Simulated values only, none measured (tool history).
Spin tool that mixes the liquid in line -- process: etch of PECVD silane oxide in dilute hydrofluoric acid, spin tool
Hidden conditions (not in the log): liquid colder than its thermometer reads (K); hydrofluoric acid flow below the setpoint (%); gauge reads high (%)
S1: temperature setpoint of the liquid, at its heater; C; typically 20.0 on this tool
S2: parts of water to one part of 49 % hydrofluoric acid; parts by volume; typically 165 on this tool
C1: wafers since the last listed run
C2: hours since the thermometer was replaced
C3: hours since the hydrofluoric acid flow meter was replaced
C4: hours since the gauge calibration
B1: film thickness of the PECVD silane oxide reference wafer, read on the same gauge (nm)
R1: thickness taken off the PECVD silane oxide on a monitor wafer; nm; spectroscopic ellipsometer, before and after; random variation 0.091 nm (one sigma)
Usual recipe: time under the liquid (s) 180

Run 1, hour 0.0: usual settings; C1 0; C2 2620.2; C3 1004.2; C4 2413.3; B1 99.99. Result: R1 19.08 nm.
Run 2, hour 88.8: usual settings but time under the liquid (s) 240; C1 590; C2 2709.0; C3 1093.0; C4 2502.1; B1 99.97. Result: R1 25.39 nm.
Run 3, hour 151.0: usual settings but time under the liquid (s) 240; C1 413; C2 2771.2; C3 1155.2; C4 2564.3; B1 99.98. Result: R1 25.40 nm.
Run 4, hour 194.7: usual settings but time under the liquid (s) 240; C1 290; C2 2814.9; C3 1198.9; C4 2608.0; B1 99.98. Result: R1 25.43 nm.
Run 5, hour 271.0: usual settings; C1 506; C2 2891.2; C3 1275.2; C4 2684.3; B1 100.00. Result: R1 18.97 nm.
Run 6, hour 373.2: usual settings; C1 679; C2 2993.4; C3 1377.4; C4 2786.5; B1 99.98. Result: R1 19.13 nm.
At hour 416.4: thermometer replaced.
Run 7, hour 436.5: usual settings; C1 413; C2 20.1; C3 1440.7; C4 2849.8; B1 100.02. Result: R1 18.99 nm.
Run 8, hour 535.5: usual settings; C1 657; C2 119.1; C3 1539.7; C4 2948.8; B1 100.02. Result: R1 18.92 nm.
Run 9, hour 584.3: usual settings; C1 324; C2 167.9; C3 1588.5; C4 2997.6; B1 100.01. Result: R1 18.95 nm.
At hour 620.4: hydrofluoric acid flow meter replaced.
Run 10, hour 636.9: usual settings; C1 342; C2 220.5; C3 16.5; C4 3050.2; B1 100.02. Result: R1 19.10 nm.
Run 11, hour 723.2: usual settings; C1 573; C2 306.8; C3 102.8; C4 3136.5; B1 99.98. Result: R1 18.94 nm.
Run 12, hour 788.4: usual settings; C1 433; C2 372.0; C3 168.0; C4 3201.7; B1 99.97. Result: R1 19.05 nm.
Run 13, hour 864.3: usual settings; C1 504; C2 447.9; C3 243.9; C4 3277.6; B1 99.97. Result: R1 19.07 nm.
Run 14, hour 970.0: usual settings but S1 24.0 C, time under the liquid (s) 215; C1 702; C2 553.6; C3 349.6; C4 3383.3; B1 100.01. Result: R1 26.66 nm.
At hour 997.6: gauge calibrated.
Run 15, hour 1076.3: usual settings but S2 240 parts by volume, time under the liquid (s) 100; C1 706; C2 659.9; C3 455.9; C4 78.7; B1 100.02. Result: R1 6.78 nm.
Run 16, hour 1137.0: usual settings; C1 403; C2 720.6; C3 516.6; C4 139.4; B1 99.99. Result: R1 18.95 nm.
Run 17, hour 1215.2: usual settings but S1 22.0 C, S2 200 parts by volume, time under the liquid (s) 260; C1 519; C2 798.8; C3 594.8; C4 217.6; B1 99.97. Result: R1 23.55 nm.
Run 18, hour 1287.2: usual settings but S1 24.5 C, S2 205 parts by volume, time under the liquid (s) 285; C1 478; C2 870.8; C3 666.8; C4 289.6; B1 99.99. Result: R1 27.88 nm.
Run 19, hour 1378.9: usual settings but S1 17.0 C, S2 230 parts by volume; C1 609; C2 962.5; C3 758.5; C4 381.3; B1 100.02. Result: R1 11.41 nm.
Run 20, hour 1429.6: usual settings but S2 125 parts by volume; C1 336; C2 1013.2; C3 809.2; C4 432.0; B1 99.97. Result: R1 26.44 nm.
Run 21, hour 1482.3: usual settings but S1 23.0 C, S2 125 parts by volume; C1 350; C2 1065.9; C3 861.9; C4 484.7; B1 99.94. Result: R1 29.64 nm.
Run 22, hour 1549.1: usual settings but S2 140 parts by volume; C1 443; C2 1132.7; C3 928.7; C4 551.5; B1 99.99. Result: R1 23.01 nm.
Run 23, hour 1593.2: usual settings but S2 130 parts by volume; C1 293; C2 1176.8; C3 972.8; C4 595.6; B1 100.01. Result: R1 25.23 nm.
Run 24, hour 1652.3: usual settings; C1 392; C2 1235.9; C3 1031.9; C4 654.7; B1 99.97. Result: R1 19.03 nm.
Run 25, hour 1709.4: usual settings; C1 379; C2 1293.0; C3 1089.0; C4 711.8; B1 99.98. Result: R1 19.21 nm.
Run 26, hour 1788.5: usual settings but S2 130 parts by volume; C1 525; C2 1372.1; C3 1168.1; C4 790.9; B1 100.01. Result: R1 25.22 nm.
Run 27, hour 1853.2: usual settings but S1 24.5 C, S2 95 parts by volume, time under the liquid (s) 110; C1 429; C2 1436.8; C3 1232.8; C4 855.6; B1 99.99. Result: R1 26.11 nm.
Run 28, hour 1924.6: usual settings but S2 215 parts by volume, time under the liquid (s) 90; C1 474; C2 1508.2; C3 1304.2; C4 927.0; B1 100.03. Result: R1 6.96 nm.
Run 29, hour 2012.4: usual settings but S1 22.5 C, S2 130 parts by volume, time under the liquid (s) 220; C1 583; C2 1596.0; C3 1392.0; C4 1014.8; B1 99.97. Result: R1 33.61 nm.
Run 30, hour 2056.2: usual settings; C1 291; C2 1639.8; C3 1435.8; C4 1058.6; B1 99.99. Result: R1 19.03 nm.
Run 31, hour 2126.8: usual settings but S2 200 parts by volume; C1 469; C2 1710.4; C3 1506.4; C4 1129.2; B1 100.00. Result: R1 15.17 nm.
Run 32, hour 2206.4: usual settings but S1 23.5 C, S2 135 parts by volume, time under the liquid (s) 110; C1 528; C2 1790.0; C3 1586.0; C4 1208.8; B1 100.02. Result: R1 16.77 nm.

What the log doesn't show, run by run:
liquid colder than its thermometer reads (K): 0 in every run
hydrofluoric acid flow below the setpoint (%): 0 in every run
gauge reads high (%): 0 in every run
